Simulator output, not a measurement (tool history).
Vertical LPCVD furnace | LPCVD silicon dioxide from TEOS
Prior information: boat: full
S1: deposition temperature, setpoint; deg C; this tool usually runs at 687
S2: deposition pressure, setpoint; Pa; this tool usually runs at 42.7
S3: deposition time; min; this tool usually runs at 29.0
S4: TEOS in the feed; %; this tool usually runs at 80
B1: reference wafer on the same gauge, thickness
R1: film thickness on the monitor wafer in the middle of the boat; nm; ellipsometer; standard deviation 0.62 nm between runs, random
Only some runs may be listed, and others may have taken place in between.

{"run": 1, "hour": 0.0, "S1": 687, "S2": 42.7, "S3": 29.0, "S4": 80, "B1": 164.07, "R1": 165.65}
{"run": 2, "hour": 23.0, "S1": 687, "S2": 42.7, "S3": 29.0, "S4": 80, "B1": 164.1, "R1": 167.84}
{"run": 3, "hour": 54.9, "S1": 687, "S2": 42.7, "S3": 29.0, "S4": 80, "B1": 163.98, "R1": 166.52}
{"run": 4, "hour": 81.8, "S1": 687, "S2": 42.7, "S3": 29.0, "S4": 80, "B1": 163.97, "R1": 166.87}
{"run": 5, "hour": 117.6, "S1": 687, "S2": 42.7, "S3": 29.0, "S4": 70, "B1": 163.96, "R1": 155.98}
{"run": 6, "hour": 151.7, "S1": 687, "S2": 42.7, "S3": 29.0, "S4": 70, "B1": 163.95, "R1": 156.14}
{"run": 7, "hour": 188.5, "S1": 687, "S2": 42.7, "S3": 29.0, "S4": 70, "B1": 164.05, "R1": 155.65}
{"run": 8, "hour": 192.6, "S1": 687, "S2": 42.7, "S3": 29.0, "S4": 80, "B1": 164.03, "R1": 165.79}
{"run": 9, "hour": 223.5, "S1": 687, "S2": 42.7, "S3": 29.0, "S4": 80, "B1": 163.81, "R1": 166.99}
{"run": 10, "hour": 254.7, "S1": 687, "S2": 42.7, "S3": 23.0, "S4": 80, "B1": 163.99, "R1": 132.12}
{"run": 11, "hour": 280.2, "S1": 676, "S2": 42.7, "S3": 37.0, "S4": 93, "B1": 164.06, "R1": 175.8}
{"run": 12, "hour": 310.5, "S1": 687, "S2": 42.7, "S3": 29.0, "S4": 80, "B1": 163.89, "R1": 166.83}
{"run": 13, "hour": 389.8, "S1": 687, "S2": 53.3, "S3": 29.0, "S4": 74, "B1": 163.97, "R1": 178.59}
{"run": 14, "hour": 405.0, "S1": 687, "S2": 51.3, "S3": 29.0, "S4": 94, "B1": 164.18, "R1": 197.33}
{"run": 15, "hour": 458.1, "S1": 690, "S2": 42.7, "S3": 29.0, "S4": 80, "B1": 164.03, "R1": 179.04}
{"run": 16, "hour": 462.2, "S1": 687, "S2": 42.7, "S3": 29.0, "S4": 80, "B1": 164.01, "R1": 165.2}
{"run": 17, "hour": 474.6, "S1": 687, "S2": 42.7, "S3": 29.0, "S4": 80, "B1": 164.06, "R1": 166.47}
{"run": 18, "hour": 493.0, "S1": 694, "S2": 40.0, "S3": 38.0, "S4": 80, "B1": 164.05, "R1": 248.98}
{"run": 19, "hour": 524.5, "S1": 682, "S2": 39.3, "S3": 33.5, "S4": 95, "B1": 163.91, "R1": 177.33}
{"run": 20, "hour": 548.9, "S1": 681, "S2": 48.7, "S3": 38.5, "S4": 80, "B1": 163.94, "R1": 204.1}
{"run": 21, "hour": 582.2, "S1": 687, "S2": 42.7, "S3": 29.0, "S4": 80, "B1": 163.91, "R1": 166.44}
{"run": 22, "hour": 608.9, "S1": 687, "S2": 48.7, "S3": 39.0, "S4": 80, "B1": 164.03, "R1": 238.72}
{"run": 23, "hour": 629.2, "S1": 687, "S2": 42.7, "S3": 29.0, "S4": 80, "B1": 164.07, "R1": 167.16}
{"run": 24, "hour": 650.2, "S1": 684, "S2": 42.7, "S3": 19.0, "S4": 80, "B1": 164.08, "R1": 101.52}
{"run": 25, "hour": 678.2, "S1": 682, "S2": 42.7, "S3": 37.5, "S4": 80, "B1": 163.9, "R1": 190.13}
{"run": 26, "hour": 709.6, "S1": 687, "S2": 38.0, "S3": 29.0, "S4": 80, "B1": 164.05, "R1": 157.84}
{"run": 27, "hour": 744.9, "S1": 687, "S2": 42.7, "S3": 29.0, "S4": 87, "B1": 164.03, "R1": 173.77}
{"run": 28, "hour": 767.2, "S1": 693, "S2": 52.7, "S3": 36.0, "S4": 93, "B1": 164.08, "R1": 285.26}
{"run": 29, "hour": 795.4, "S1": 687, "S2": 42.7, "S3": 29.0, "S4": 80, "B1": 163.99, "R1": 166.83}
{"run": 30, "hour": 826.0, "S1": 696, "S2": 39.3, "S3": 23.5, "S4": 80, "B1": 163.97, "R1": 160.26}
{"run": 31, "hour": 843.9, "S1": 687, "S2": 42.7, "S3": 29.0, "S4": 80, "B1": 163.99, "R1": 166.34}

Put back what was entered between runs (4 entries, withheld): which listed runs does each sit between, and how does the hidden state differ from the listed run before to the listed run after?
Between runs 6 and 7: pressure gauge zeroed (hour 188.0)
  the hidden state is the same at both runs
Between runs 12 and 13: thermocouples replaced and temperature profile calibrated (hour 340.5)
  the hidden state is the same at both runs
Between runs 14 and 15: TEOS flow controller replaced (hour 457.6)
  the hidden state is the same at both runs
Between runs 20 and 21: gauge calibrated (hour 559.4)
  the hidden state is the same at both runs
